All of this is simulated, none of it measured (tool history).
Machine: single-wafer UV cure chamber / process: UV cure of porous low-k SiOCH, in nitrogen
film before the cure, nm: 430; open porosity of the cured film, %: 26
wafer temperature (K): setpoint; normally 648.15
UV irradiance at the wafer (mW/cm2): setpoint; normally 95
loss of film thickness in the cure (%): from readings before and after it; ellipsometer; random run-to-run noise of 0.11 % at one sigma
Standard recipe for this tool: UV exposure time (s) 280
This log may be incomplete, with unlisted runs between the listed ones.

run   hour  wafer temperature (K)  UV exposure time (s)  UV irradiance at the wafer (mW/cm2)  wafers since the last listed run  hours since the UV bulbs were replaced  wafers since the quartz window was cleaned  loss of film thickness in the cure (%)
  1      0                 648.15                   280                                   95                                 0                                  2639.2                                          12                                  13.295
  2   35.5                 648.15                   280                                   95                               224                                  2674.7                                         237                                  13.372
  3     62                 648.15                   280                                   95                               167                                  2701.2                                         404                                  13.088
  4   82.1                 648.15                   280                                   95                               127                                  2721.3                                         532                                  13.082
  5  113.6                 648.15                   280                                   76                               199                                  2752.8                                         731                                  11.696
     122.9  -- UV bulbs replaced
  6  129.6                 648.15                   280                                   76                                50                                     6.7                                         781                                  11.578
  7  151.2                 648.15                   280                                   95                               136                                    28.3                                         918                                  12.625
     178.1  -- quartz window cleaned
  8  180.3                 633.15                   345                                   68                               133                                    57.4                                          14                                  12.364
  9  200.9                 648.15                   280                                   95                               130                                      78                                         144                                  13.248
 10  222.7                 648.15                   280                                  109                               137                                    99.8                                         282                                  13.915
 11    253                 648.15                   435                                  110                               191                                   130.1                                         474                                  16.092
 12  267.2                 640.15                   150                                   95                                89                                   144.3                                         563                                   9.837
 13  291.3                 648.15                   280                                   72                               152                                   168.4                                         716                                  11.541
 14  325.5                 648.15                   280                                   95                               216                                   202.6                                         932                                  12.832
 15  339.3                 636.15                   125                                  111                                87                                   216.4                                        1020                                   9.168

3 options for the next run, each taken on its own from the tool as it stands now. Forecast them:
  A  339.8                 648.15                   280                                   95                                 3                                   216.9                                        1023                                       ?
  B  339.8                 660.15                   120                                   67                                 3                                   216.9                                        1023                                       ?
  C  339.8                 638.15                   160                                  114                                 3                                   216.9                                        1023                                       ?

run  loss of film thickness in the cure (%)
  A                                  12.443
  B                                   7.079
  C                                  10.409
What these runs would have given with no unlogged condition in the tool:
run  loss of film thickness in the cure (%)
  A                                  13.154
  B                                   7.705
  C                                  11.092

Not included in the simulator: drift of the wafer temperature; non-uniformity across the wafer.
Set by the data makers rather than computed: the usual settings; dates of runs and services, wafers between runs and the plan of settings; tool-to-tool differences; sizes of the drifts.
